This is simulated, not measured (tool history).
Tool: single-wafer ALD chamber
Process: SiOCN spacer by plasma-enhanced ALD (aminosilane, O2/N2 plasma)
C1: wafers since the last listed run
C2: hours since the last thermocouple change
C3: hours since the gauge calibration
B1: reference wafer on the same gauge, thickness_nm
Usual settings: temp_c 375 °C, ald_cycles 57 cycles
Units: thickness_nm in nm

Run 1, hour 0.0: usual settings but temp_c 378 °C; C1 0; C2 1407.8; C3 210.6; B1 3.823. Result: thickness_nm 3.753 nm.
Run 2, hour 19.5: usual settings; C1 96; C2 1427.3; C3 230.1; B1 3.823. Result: thickness_nm 3.777 nm.
Run 3, hour 46.7: usual settings; C1 134; C2 1454.5; C3 257.3; B1 3.822. Result: thickness_nm 3.761 nm.
Run 4, hour 60.0: usual settings but temp_c 383 °C; C1 65; C2 1467.8; C3 270.6; B1 3.831. Result: thickness_nm 3.778 nm.
Run 5, hour 73.8: usual settings but temp_c 367 °C, ald_cycles 62 cycles; C1 68; C2 1481.6; C3 284.4; B1 3.833. Result: thickness_nm 4.110 nm.
Run 6, hour 96.0: usual settings but temp_c 381 °C; C1 110; C2 1503.8; C3 306.6; B1 3.832. Result: thickness_nm 3.769 nm.
Run 7, hour 122.0: usual settings but temp_c 381 °C; C1 129; C2 1529.8; C3 332.6; B1 3.836. Result: thickness_nm 3.774 nm.
Run 8, hour 147.6: usual settings but ald_cycles 63 cycles; C1 127; C2 1555.4; C3 358.2; B1 3.837. Result: thickness_nm 4.187 nm.
Run 9, hour 181.9: usual settings but ald_cycles 63 cycles; C1 170; C2 1589.7; C3 392.5; B1 3.832. Result: thickness_nm 4.174 nm.
Run 10, hour 283.3: usual settings but ald_cycles 65 cycles; C1 503; C2 1691.1; C3 493.9; B1 3.839. Result: thickness_nm 4.325 nm.
At hour 312.2: gauge calibrated.
Run 11, hour 314.4: usual settings; C1 154; C2 1722.2; C3 2.2; B1 3.778. Result: thickness_nm 3.714 nm.
Run 12, hour 328.8: usual settings but temp_c 366 °C; C1 71; C2 1736.6; C3 16.6; B1 3.787. Result: thickness_nm 3.741 nm.
Run 13, hour 354.9: usual settings; C1 129; C2 1762.7; C3 42.7; B1 3.796. Result: thickness_nm 3.749 nm.
At hour 367.1: thermocouple changed; heater temperature recalibrated.
Run 14, hour 387.4: usual settings; C1 121; C2 20.3; C3 75.2; B1 3.804. Result: thickness_nm 3.737 nm.
Run 15, hour 402.9: usual settings; C1 76; C2 35.8; C3 90.7; B1 3.809. Result: thickness_nm 3.758 nm.
Run 16, hour 433.6: usual settings; C1 152; C2 66.5; C3 121.4; B1 3.815. Result: thickness_nm 3.765 nm.
Run 17, hour 450.7: usual settings but ald_cycles 68 cycles; C1 84; C2 83.6; C3 138.5; B1 3.822. Result: thickness_nm 4.483 nm.
Run 18, hour 481.0: usual settings but temp_c 380 °C; C1 150; C2 113.9; C3 168.8; B1 3.828. Result: thickness_nm 3.772 nm.
Run 19, hour 508.5: usual settings but temp_c 367 °C; C1 136; C2 141.4; C3 196.3; B1 3.831. Result: thickness_nm 3.758 nm.
Run 20, hour 542.9: usual settings but temp_c 363 °C, ald_cycles 60 cycles; C1 170; C2 175.8; C3 230.7; B1 3.841. Result: thickness_nm 3.976 nm.
Run 21, hour 556.5: usual settings but ald_cycles 47 cycles; C1 67; C2 189.4; C3 244.3; B1 3.838. Result: thickness_nm 3.123 nm.
Run 22, hour 577.1: usual settings but temp_c 382 °C, ald_cycles 53 cycles; C1 102; C2 210.0; C3 264.9; B1 3.842. Result: thickness_nm 3.528 nm.
Run 23, hour 606.4: usual settings; C1 145; C2 239.3; C3 294.2; B1 3.849. Result: thickness_nm 3.801 nm.
Run 24, hour 629.1: usual settings but temp_c 366 °C, ald_cycles 61 cycles; C1 112; C2 262.0; C3 316.9; B1 3.848. Result: thickness_nm 4.071 nm.
Run 25, hour 643.5: usual settings; C1 71; C2 276.4; C3 331.3; B1 3.851. Result: thickness_nm 3.801 nm.
Run 26, hour 679.3: usual settings but temp_c 385 °C, ald_cycles 60 cycles; C1 177; C2 312.2; C3 367.1; B1 3.849. Result: thickness_nm 3.996 nm.
Run 27, hour 714.2: usual settings but temp_c 387 °C; C1 173; C2 347.1; C3 402.0; B1 3.850. Result: thickness_nm 3.802 nm.
Run 28, hour 747.8: usual settings but temp_c 385 °C, ald_cycles 51 cycles; C1 166; C2 380.7; C3 435.6; B1 3.853. Result: thickness_nm 3.401 nm.
Run 29, hour 771.5: usual settings but ald_cycles 51 cycles; C1 117; C2 404.4; C3 459.3; B1 3.859. Result: thickness_nm 3.392 nm.
Run 30, hour 792.5: usual settings but temp_c 360 °C, ald_cycles 62 cycles; C1 104; C2 425.4; C3 480.3; B1 3.858. Result: thickness_nm 4.148 nm.
Run 31, hour 805.7: usual settings but temp_c 384 °C; C1 65; C2 438.6; C3 493.5; B1 3.856. Result: thickness_nm 3.794 nm.
Run 32, hour 830.2: usual settings but temp_c 371 °C, ald_cycles 53 cycles; C1 121; C2 463.1; C3 518.0; B1 3.859. Result: thickness_nm 3.543 nm.
Run 33, hour 857.9: usual settings but temp_c 387 °C; C1 137; C2 490.8; C3 545.7; B1 3.858. Result: thickness_nm 3.802 nm.

Forecast each of these 3 alternatives for the next run:
Run A, hour 858.4: usual settings but ald_cycles 46 cycles; C1 2; C2 491.3; C3 546.2; B1 ?. Result: thickness_nm ?.
Run B, hour 858.4: usual settings but temp_c 381 °C, ald_cycles 68 cycles; C1 2; C2 491.3; C3 546.2; B1 ?. Result: thickness_nm ?.
Run C, hour 858.4: usual settings but temp_c 388 °C, ald_cycles 46 cycles; C1 2; C2 491.3; C3 546.2; B1 ?. Result: thickness_nm ?.

run     B1  thickness_nm
  A  3.859         3.062
  B  3.859         4.526
  C  3.859         3.062
Without the tool's hidden state the same runs would have given:
run  thickness_nm
  A         2.992
  B         4.423
  C         2.992
